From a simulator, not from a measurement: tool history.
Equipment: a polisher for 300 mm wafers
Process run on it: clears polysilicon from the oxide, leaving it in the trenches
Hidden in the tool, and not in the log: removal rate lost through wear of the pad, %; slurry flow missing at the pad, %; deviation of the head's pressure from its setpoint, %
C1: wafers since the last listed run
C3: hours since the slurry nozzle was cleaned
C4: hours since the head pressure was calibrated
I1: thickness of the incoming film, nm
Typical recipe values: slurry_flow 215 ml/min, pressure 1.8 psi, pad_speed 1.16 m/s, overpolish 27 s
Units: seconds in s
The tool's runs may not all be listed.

Run 1, hour 0: usual settings; C1 0; wafers polished on this pad 1165; C3 5.2; C4 284.4; I1 517.2. Result: seconds 48.1 s.
Run 2, hour 58.1: usual settings but slurry_flow 185 ml/min; C1 527; wafers polished on this pad 1692; C3 63.3; C4 342.5; I1 521. Result: seconds 49.9 s.
Run 3, hour 123.6: usual settings; C1 594; wafers polished on this pad 2287; C3 128.8; C4 408; I1 520.9. Result: seconds 48.6 s.
Run 4, hour 170.5: usual settings; C1 425; wafers polished on this pad 2712; C3 175.7; C4 454.9; I1 525.1. Result: seconds 49.4 s.
At hour 231.8: worn pad replaced by a new one.
Run 5, hour 236.8: usual settings but slurry_flow 195 ml/min, pressure 2 psi; C1 565; wafers polished on this pad 45; C3 242; C4 521.2; I1 519.9. Result: seconds 45.3 s.
Run 6, hour 293.9: usual settings but slurry_flow 195 ml/min, pressure 2 psi; C1 518; wafers polished on this pad 563; C3 299.1; C4 578.3; I1 519.9. Result: seconds 46 s.
At hour 318.6: head pressure recalibrated.
Run 7, hour 319.1: usual settings but slurry_flow 195 ml/min, pressure 2 psi; C1 210; wafers polished on this pad 774; C3 324.3; C4 0.5; I1 519.8. Result: seconds 46.1 s.
Run 8, hour 353.3: usual settings but slurry_flow 230 ml/min, pressure 1.5 psi; C1 310; wafers polished on this pad 1084; C3 358.5; C4 34.7; I1 510.3. Result: seconds 58.3 s.
Run 9, hour 409.6: usual settings but slurry_flow 230 ml/min, pressure 1.5 psi; C1 510; wafers polished on this pad 1595; C3 414.8; C4 91; I1 527. Result: seconds 59.8 s.
At hour 457.8: slurry nozzle cleaned.
At hour 519.7: worn pad replaced by a new one, of another model than before.
Run 10, hour 604.5: usual settings; C1 1722; wafers polished on this pad 768; C3 146.7; C4 285.9; I1 523.6. Result: seconds 48.9 s.
Run 11, hour 667.3: usual settings; C1 569; wafers polished on this pad 1338; C3 209.5; C4 348.7; I1 515.5. Result: seconds 48.1 s.
Run 12, hour 727.3: usual settings; C1 544; wafers polished on this pad 1882; C3 269.5; C4 408.7; I1 514.6. Result: seconds 48.4 s.
Run 13, hour 782.6: usual settings; C1 501; wafers polished on this pad 2384; C3 324.8; C4 464; I1 526.1. Result: seconds 50.1 s.
At hour 838.5: worn pad replaced by a new one.
Run 14, hour 839: usual settings; C1 475; wafers polished on this pad 4; C3 381.2; C4 520.4; I1 528.8. Result: seconds 50.5 s.
Run 15, hour 902.9: usual settings; C1 579; wafers polished on this pad 584; C3 445.1; C4 584.3; I1 521.4. Result: seconds 49.8 s.
Run 16, hour 932: usual settings; C1 263; wafers polished on this pad 848; C3 474.2; C4 613.4; I1 516.2. Result: seconds 50.3 s.
At hour 943.8: head pressure recalibrated.
At hour 972.1: slurry nozzle cleaned.
Run 17, hour 978.3: usual settings but slurry_flow 245 ml/min, pad_speed 0.98 m/s, overpolish 40 s; C1 392; wafers polished on this pad 1241; C3 6.2; C4 34.5; I1 517.8. Result: seconds 52.3 s.
Run 18, hour 1047.5: usual settings but slurry_flow 280 ml/min, pressure 2 psi, pad_speed 0.84 m/s, overpolish 39 s; C1 627; wafers polished on this pad 1869; C3 75.4; C4 103.7; I1 517.8. Result: seconds 53.4 s.
Run 19, hour 1117.6: usual settings but slurry_flow 235 ml/min, pad_speed 0.88 m/s, overpolish 37 s; C1 635; wafers polished on this pad 2505; C3 145.5; C4 173.8; I1 512. Result: seconds 55 s.
At hour 1161.3: worn pad replaced by a new one.
Run 20, hour 1161.8: usual settings but slurry_flow 185 ml/min; C1 364; wafers polished on this pad 4; C3 189.7; C4 218; I1 510.6. Result: seconds 48.5 s.

Estimate the outcome of run 21 from the log above:
Run 21, hour 1221.3: usual settings; C1 539; wafers polished on this pad 544; C3 249.2; C4 277.5; I1 520.5. Result: seconds ?.

{"run 21": {"seconds": 49.2}}
Were there no unlogged condition in the tool, this run, its random variation unchanged, would have produced seconds 48.7 s.
